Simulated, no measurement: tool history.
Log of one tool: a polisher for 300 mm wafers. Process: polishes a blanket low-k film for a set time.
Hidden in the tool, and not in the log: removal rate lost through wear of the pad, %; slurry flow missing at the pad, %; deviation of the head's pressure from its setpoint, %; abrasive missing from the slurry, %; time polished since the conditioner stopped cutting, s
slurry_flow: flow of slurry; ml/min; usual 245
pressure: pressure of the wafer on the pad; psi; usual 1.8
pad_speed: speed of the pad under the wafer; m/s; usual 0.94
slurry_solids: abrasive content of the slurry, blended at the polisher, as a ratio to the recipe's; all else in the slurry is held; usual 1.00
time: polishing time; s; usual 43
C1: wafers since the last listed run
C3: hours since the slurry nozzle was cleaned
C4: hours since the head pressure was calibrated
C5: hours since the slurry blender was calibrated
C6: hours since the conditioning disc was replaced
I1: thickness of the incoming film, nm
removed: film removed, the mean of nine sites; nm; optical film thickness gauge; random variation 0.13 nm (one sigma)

{"run": 1, "day": 0.0, "slurry_flow": 185, "pressure": 1.8, "pad_speed": 0.94, "slurry_solids": 1.0, "time": 43, "C1": 0, "wafers polished on this pad": 2665, "C3": 75.6, "C4": 1110.9, "C5": 64.5, "C6": 323.1, "I1": 690.2, "removed": 15.0}
{"day": 1.458, "done": "conditioning disc replaced and pad reconditioned"}
{"day": 2.483, "done": "worn pad replaced by a new one"}
{"run": 2, "day": 3.442, "slurry_flow": 245, "pressure": 1.8, "pad_speed": 1.08, "slurry_solids": 1.0, "time": 43, "C1": 1391, "wafers polished on this pad": 417, "C3": 158.2, "C4": 1193.5, "C5": 147.1, "C6": 47.6, "I1": 677.2, "removed": 16.8}
{"run": 3, "day": 4.592, "slurry_flow": 245, "pressure": 1.8, "pad_speed": 1.08, "slurry_solids": 1.0, "time": 43, "C1": 501, "wafers polished on this pad": 918, "C3": 185.8, "C4": 1221.1, "C5": 174.7, "C6": 75.2, "I1": 682.5, "removed": 16.8}
{"day": 5.104, "done": "slurry nozzle cleaned"}
{"run": 4, "day": 5.858, "slurry_flow": 245, "pressure": 1.8, "pad_speed": 1.08, "slurry_solids": 1.0, "time": 43, "C1": 534, "wafers polished on this pad": 1452, "C3": 18.1, "C4": 1251.5, "C5": 205.1, "C6": 105.6, "I1": 671.5, "removed": 16.5}
{"run": 5, "day": 6.954, "slurry_flow": 245, "pressure": 1.8, "pad_speed": 0.94, "slurry_solids": 1.0, "time": 43, "C1": 477, "wafers polished on this pad": 1930, "C3": 44.4, "C4": 1277.8, "C5": 231.4, "C6": 131.9, "I1": 682.0, "removed": 15.4}
{"run": 6, "day": 7.458, "slurry_flow": 245, "pressure": 1.8, "pad_speed": 0.94, "slurry_solids": 1.0, "time": 43, "C1": 219, "wafers polished on this pad": 2150, "C3": 56.5, "C4": 1289.9, "C5": 243.5, "C6": 144.0, "I1": 692.1, "removed": 15.3}
{"run": 7, "day": 8.467, "slurry_flow": 245, "pressure": 1.8, "pad_speed": 0.94, "slurry_solids": 1.0, "time": 43, "C1": 439, "wafers polished on this pad": 2590, "C3": 80.7, "C4": 1314.1, "C5": 267.7, "C6": 168.2, "I1": 687.8, "removed": 15.1}
{"day": 9.179, "done": "slurry blender recalibrated"}
{"run": 8, "day": 10.112, "slurry_flow": 245, "pressure": 1.8, "pad_speed": 0.94, "slurry_solids": 1.0, "time": 43, "C1": 681, "wafers polished on this pad": 3271, "C3": 120.2, "C4": 1353.6, "C5": 22.4, "C6": 207.7, "I1": 680.7, "removed": 15.4}
{"day": 10.988, "done": "worn pad replaced by a new one"}
{"run": 9, "day": 11.446, "slurry_flow": 245, "pressure": 1.8, "pad_speed": 0.94, "slurry_solids": 1.0, "time": 43, "C1": 508, "wafers polished on this pad": 200, "C3": 152.2, "C4": 1385.6, "C5": 54.4, "C6": 239.7, "I1": 675.9, "removed": 15.3}
{"run": 10, "day": 12.617, "slurry_flow": 225, "pressure": 1.8, "pad_speed": 0.94, "slurry_solids": 1.0, "time": 56, "C1": 510, "wafers polished on this pad": 710, "C3": 180.3, "C4": 1413.7, "C5": 82.5, "C6": 267.8, "I1": 674.9, "removed": 19.9}
{"day": 13.088, "done": "slurry nozzle cleaned"}
{"run": 11, "day": 13.342, "slurry_flow": 245, "pressure": 1.6, "pad_speed": 0.94, "slurry_solids": 1.0, "time": 43, "C1": 297, "wafers polished on this pad": 1008, "C3": 6.1, "C4": 1431.1, "C5": 99.9, "C6": 285.2, "I1": 678.5, "removed": 13.6}
{"run": 12, "day": 14.154, "slurry_flow": 245, "pressure": 1.8, "pad_speed": 0.94, "slurry_solids": 1.15, "time": 43, "C1": 354, "wafers polished on this pad": 1362, "C3": 25.6, "C4": 1450.6, "C5": 119.4, "C6": 304.7, "I1": 686.3, "removed": 16.4}
{"run": 13, "day": 15.221, "slurry_flow": 180, "pressure": 1.8, "pad_speed": 0.94, "slurry_solids": 1.3, "time": 35, "C1": 465, "wafers polished on this pad": 1827, "C3": 51.2, "C4": 1476.2, "C5": 145.0, "C6": 330.3, "I1": 686.7, "removed": 13.8}
{"day": 15.538, "done": "conditioning disc replaced and pad reconditioned"}
{"run": 14, "day": 15.883, "slurry_flow": 245, "pressure": 1.8, "pad_speed": 0.94, "slurry_solids": 1.0, "time": 43, "C1": 252, "wafers polished on this pad": 2080, "C3": 67.1, "C4": 1492.1, "C5": 160.9, "C6": 8.3, "I1": 682.4, "removed": 15.3}
{"run": 15, "day": 16.904, "slurry_flow": 165, "pressure": 1.8, "pad_speed": 0.94, "slurry_solids": 1.0, "time": 37, "C1": 445, "wafers polished on this pad": 2525, "C3": 91.6, "C4": 1516.6, "C5": 185.4, "C6": 32.8, "I1": 681.7, "removed": 12.9}
{"run": 16, "day": 18.0, "slurry_flow": 245, "pressure": 1.8, "pad_speed": 0.94, "slurry_solids": 1.3, "time": 31, "C1": 477, "wafers polished on this pad": 3003, "C3": 117.9, "C4": 1542.9, "C5": 211.7, "C6": 59.1, "I1": 682.0, "removed": 12.5}
{"run": 17, "day": 18.683, "slurry_flow": 245, "pressure": 1.8, "pad_speed": 0.94, "slurry_solids": 1.0, "time": 43, "C1": 297, "wafers polished on this pad": 3301, "C3": 134.3, "C4": 1559.3, "C5": 228.1, "C6": 75.5, "I1": 676.9, "removed": 15.5}
{"day": 19.338, "done": "worn pad replaced by a new one"}
{"run": 18, "day": 19.596, "slurry_flow": 245, "pressure": 1.8, "pad_speed": 1.24, "slurry_solids": 1.25, "time": 43, "C1": 325, "wafers polished on this pad": 113, "C3": 156.2, "C4": 1581.2, "C5": 250.0, "C6": 97.4, "I1": 671.9, "removed": 20.2}
{"run": 19, "day": 20.192, "slurry_flow": 245, "pressure": 1.8, "pad_speed": 1.14, "slurry_solids": 1.0, "time": 43, "C1": 259, "wafers polished on this pad": 373, "C3": 170.5, "C4": 1595.5, "C5": 264.3, "C6": 111.7, "I1": 689.9, "removed": 17.1}
{"day": 20.621, "done": "head pressure recalibrated"}
{"day": 20.871, "done": "slurry blender recalibrated"}
{"run": 20, "day": 21.383, "slurry_flow": 320, "pressure": 2.3, "pad_speed": 0.94, "slurry_solids": 1.0, "time": 48, "C1": 446, "wafers polished on this pad": 819, "C3": 199.1, "C4": 18.3, "C5": 12.3, "C6": 140.3, "I1": 683.8, "removed": 22.2}
{"day": 22.071, "done": "slurry nozzle cleaned"}
{"run": 21, "day": 22.3, "slurry_flow": 245, "pressure": 2.0, "pad_speed": 0.94, "slurry_solids": 1.0, "time": 33, "C1": 381, "wafers polished on this pad": 1201, "C3": 5.5, "C4": 40.3, "C5": 34.3, "C6": 162.3, "I1": 678.7, "removed": 13.2}
{"run": 22, "day": 23.071, "slurry_flow": 220, "pressure": 1.8, "pad_speed": 0.94, "slurry_solids": 1.0, "time": 43, "C1": 336, "wafers polished on this pad": 1537, "C3": 24.0, "C4": 58.8, "C5": 52.8, "C6": 180.8, "I1": 668.9, "removed": 15.0}
{"run": 23, "day": 24.367, "slurry_flow": 245, "pressure": 1.8, "pad_speed": 0.94, "slurry_solids": 1.0, "time": 34, "C1": 564, "wafers polished on this pad": 2102, "C3": 55.1, "C4": 89.9, "C5": 83.9, "C6": 211.9, "I1": 668.6, "removed": 12.1}
{"run": 24, "day": 26.417, "slurry_flow": 245, "pressure": 2.0, "pad_speed": 0.68, "slurry_solids": 1.0, "time": 43, "C1": 893, "wafers polished on this pad": 2996, "C3": 104.3, "C4": 139.1, "C5": 133.1, "C6": 261.1, "I1": 682.9, "removed": 13.8}
{"run": 25, "day": 27.3, "slurry_flow": 245, "pressure": 1.8, "pad_speed": 0.94, "slurry_solids": 1.0, "time": 43, "C1": 385, "wafers polished on this pad": 3381, "C3": 125.5, "C4": 160.3, "C5": 154.3, "C6": 282.3, "I1": 680.3, "removed": 15.3}
{"day": 27.879, "done": "worn pad replaced by a new one"}
{"run": 26, "day": 28.775, "slurry_flow": 245, "pressure": 1.8, "pad_speed": 0.94, "slurry_solids": 1.0, "time": 43, "C1": 570, "wafers polished on this pad": 390, "C3": 160.9, "C4": 195.7, "C5": 189.7, "C6": 317.7, "I1": 679.2, "removed": 15.3}
{"run": 27, "day": 29.488, "slurry_flow": 245, "pressure": 1.8, "pad_speed": 0.94, "slurry_solids": 1.0, "time": 43, "C1": 310, "wafers polished on this pad": 701, "C3": 178.0, "C4": 212.8, "C5": 206.8, "C6": 334.8, "I1": 679.6, "removed": 15.3}

3 ways to go on from here, each from the tool as it stands after run 27. What would each give?
{"run": "A", "day": 29.504, "slurry_flow": 245, "pressure": 1.8, "pad_speed": 0.94, "slurry_solids": 1.0, "time": 43, "C1": 7, "wafers polished on this pad": 708, "C3": 178.4, "C4": 213.2, "C5": 207.2, "C6": 335.2, "I1": 682.2, "removed": "?"}
{"run": "B", "day": 29.504, "slurry_flow": 245, "pressure": 1.8, "pad_speed": 0.94, "slurry_solids": 0.8, "time": 43, "C1": 7, "wafers polished on this pad": 708, "C3": 178.4, "C4": 213.2, "C5": 207.2, "C6": 335.2, "I1": 682.2, "removed": "?"}
{"run": "C", "day": 29.504, "slurry_flow": 245, "pressure": 1.8, "pad_speed": 0.86, "slurry_solids": 1.3, "time": 43, "C1": 7, "wafers polished on this pad": 708, "C3": 178.4, "C4": 213.2, "C5": 207.2, "C6": 335.2, "I1": 682.2, "removed": "?"}

run=A removed=15.2
run=B removed=13.3
run=C removed=16.4
Without the tool's hidden state the same runs would have given:
run=A removed=15.2
run=B removed=13.3
run=C removed=16.4
